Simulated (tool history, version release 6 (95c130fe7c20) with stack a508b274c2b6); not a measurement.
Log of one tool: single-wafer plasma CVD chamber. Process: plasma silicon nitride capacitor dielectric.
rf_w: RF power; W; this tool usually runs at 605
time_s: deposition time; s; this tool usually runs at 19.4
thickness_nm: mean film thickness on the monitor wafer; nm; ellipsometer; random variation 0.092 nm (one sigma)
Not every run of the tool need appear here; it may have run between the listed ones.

run	hour	rf_w	time_s	read-back reference wafer on the same gauge, thickness_nm	thickness_nm
1	0	605	19.4	37.506	32.184
2	62.2	605	19.4	37.44	32.195
3	104.6	535	18.3	37.536	29.317
4	149.6	535	18.3	37.488	29.202
5	186.8	535	18.3	37.479	29.224
6	230.9	605	19.4	37.465	32.218
# hour 263: RF generator calibrated
7	438	605	19.4	37.495	32.413
# hour 467.8: gauge calibrated
8	500.6	650	20.4	37.532	34.677
# hour 530.3: showerhead replaced
9	550.9	535	18.3	37.508	29.294
10	612.5	605	21.7	37.484	36.009
11	663.3	490	18.1	37.499	28.349
12	734.1	535	19.4	37.514	31.131
13	784.4	560	19.4	37.495	31.385
14	822.6	550	23.1	37.482	37.209

Selected run-to-run steps in thickness_nm, each split into two signed amounts: the part the tool would show with no hidden state at all (from settings, incoming material and random variation), and the remainder, which goes to the hidden state together with any gauge scatter not common to the measured and the hidden-state-free results:
The tool's hidden condition here consists of: delivered RF power above the setpoint (%); gauge reads high (%).
Run 6 -> 7: RF generator calibrated. thickness_nm +0.195 nm: hidden state +0.365, all else -0.17.
Run 10 -> 11: rf_w 605 -> 490, time_s 21.7 -> 18.1. thickness_nm -7.66 nm: hidden state +0.13, all else -7.79.
